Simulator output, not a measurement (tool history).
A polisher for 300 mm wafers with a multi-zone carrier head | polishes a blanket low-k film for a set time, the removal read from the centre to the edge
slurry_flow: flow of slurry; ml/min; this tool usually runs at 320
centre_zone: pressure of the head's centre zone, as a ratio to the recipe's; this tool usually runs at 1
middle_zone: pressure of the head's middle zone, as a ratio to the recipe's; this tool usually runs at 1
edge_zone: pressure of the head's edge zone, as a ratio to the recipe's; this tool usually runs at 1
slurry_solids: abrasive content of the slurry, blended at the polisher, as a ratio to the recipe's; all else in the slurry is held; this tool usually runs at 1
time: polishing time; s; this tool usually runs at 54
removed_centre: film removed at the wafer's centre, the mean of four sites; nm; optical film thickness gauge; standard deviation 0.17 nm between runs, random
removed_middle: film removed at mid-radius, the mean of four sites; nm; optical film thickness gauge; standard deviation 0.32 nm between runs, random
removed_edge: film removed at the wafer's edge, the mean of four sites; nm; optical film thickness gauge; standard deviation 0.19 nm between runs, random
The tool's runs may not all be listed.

| run | hour | slurry_flow | centre_zone | middle_zone | edge_zone | slurry_solids | time | incoming thickness of the incoming film, nm | removed_centre | removed_middle | removed_edge |
|---|---|---|---|---|---|---|---|---|---|---|---|
| 1 | 0 | 320 | 1 | 1 | 1 | 1 | 54 | 398.4 | 21.9 | 22 | 21.9 |
| 2 | 60.2 | 320 | 1 | 1 | 1 | 1 | 54 | 399.8 | 21.5 | 22 | 21.9 |
|  | 112 | slurry nozzle cleaned |
| 3 | 117.8 | 320 | 1 | 1 | 1 | 1 | 54 | 407.8 | 20.8 | 21.9 | 21.9 |
| 4 | 168.3 | 320 | 1 | 1 | 1 | 1 | 54 | 402.2 | 20.6 | 20.9 | 21.3 |
| 5 | 237.2 | 215 | 1.04 | 1 | 1 | 0.7 | 37 | 404.5 | 10.4 | 10.8 | 10.8 |
|  | 261.3 | carrier head's membrane replaced by a new one |
| 6 | 262 | 220 | 1 | 1.09 | 1 | 1.2 | 37 | 394.7 | 14.4 | 16.2 | 15.1 |
|  | 294.8 | worn pad replaced by a new one |
| 7 | 295.2 | 320 | 1 | 1.05 | 0.91 | 0.75 | 66 | 402.7 | 21.2 | 23 | 21 |
| 8 | 339.6 | 320 | 1 | 1.09 | 1 | 1 | 54 | 395.9 | 21 | 23.5 | 22.1 |
| 9 | 391.7 | 320 | 1 | 0.92 | 1 | 1 | 35 | 397.3 | 13.5 | 13.7 | 14.5 |
| 10 | 424.9 | 320 | 1 | 0.93 | 1.07 | 1 | 54 | 397 | 20.6 | 20.9 | 22.5 |
| 11 | 452.2 | 320 | 1 | 1 | 1 | 1 | 54 | 397.2 | 20.3 | 21.4 | 21.9 |
|  | 453.3 | slurry nozzle cleaned |
|  | 498.6 | edge zone pressure recalibrated |
| 12 | 584.9 | 320 | 1 | 0.92 | 1 | 1 | 69 | 397.2 | 24.8 | 24.5 | 27 |
|  | 617 | worn pad replaced by a new one |
| 13 | 625.6 | 320 | 1 | 1 | 1 | 1 | 54 | 398.9 | 20.5 | 21.9 | 22.1 |
| 14 | 661.3 | 400 | 1 | 1.06 | 1 | 1.2 | 59 | 399.2 | 24.9 | 28.1 | 27.3 |
|  | 714.4 | centre zone pressure recalibrated |
| 15 | 716.3 | 230 | 1.09 | 1 | 1.07 | 1 | 54 | 402.4 | 22.7 | 21 | 22.2 |
| 16 | 751.7 | 385 | 1.1 | 1.04 | 1 | 1 | 49 | 391.4 | 21.6 | 20.5 | 19.9 |
| 17 | 795.6 | 320 | 1 | 1 | 1 | 1 | 54 | 395.6 | 21.7 | 21.9 | 21.3 |
|  | 814.7 | slurry nozzle cleaned |
| 18 | 853.9 | 375 | 1 | 0.93 | 1 | 1 | 54 | 401.9 | 21 | 20 | 21.5 |
|  | 872.2 | carrier head's membrane replaced by a new one |
| 19 | 905.3 | 320 | 1.05 | 1 | 1 | 1 | 70 | 396.3 | 27.3 | 26.3 | 27.4 |
|  | 948.3 | worn pad replaced by a new one |
| 20 | 968.3 | 235 | 1.04 | 1 | 1 | 1 | 54 | 397.5 | 21.1 | 21.5 | 21.5 |

Below are 5 alternative next runs, each starting from the tool's condition after run 20. Predict each:
| A | 968.7 | 320 | 1 | 1 | 1 | 1 | 64 | 403.5 | ? | ? | ? |
| B | 968.7 | 225 | 1 | 1 | 1 | 1.1 | 54 | 403.5 | ? | ? | ? |
| C | 968.7 | 320 | 1 | 1.06 | 0.96 | 1 | 54 | 403.5 | ? | ? | ? |
| D | 968.7 | 320 | 1 | 1.11 | 1.11 | 1 | 62 | 403.5 | ? | ? | ? |
| E | 968.7 | 415 | 1.11 | 1 | 1 | 1 | 54 | 403.5 | ? | ? | ? |

| run | removed_centre | removed_middle | removed_edge |
|---|---|---|---|
| A | 25.2 | 26.4 | 26.3 |
| B | 21.7 | 22.8 | 22.8 |
| C | 21.3 | 23.4 | 21.7 |
| D | 24.5 | 27.9 | 26.8 |
| E | 23.6 | 22.7 | 22.5 |
What these runs would have given with no unlogged condition in the tool:
| run | removed_centre | removed_middle | removed_edge |
|---|---|---|---|
| A | 25.8 | 26.6 | 26.4 |
| B | 22.2 | 22.9 | 22.9 |
| C | 21.8 | 23.5 | 21.8 |
| D | 25 | 28.1 | 26.9 |
| E | 24.1 | 22.9 | 22.6 |
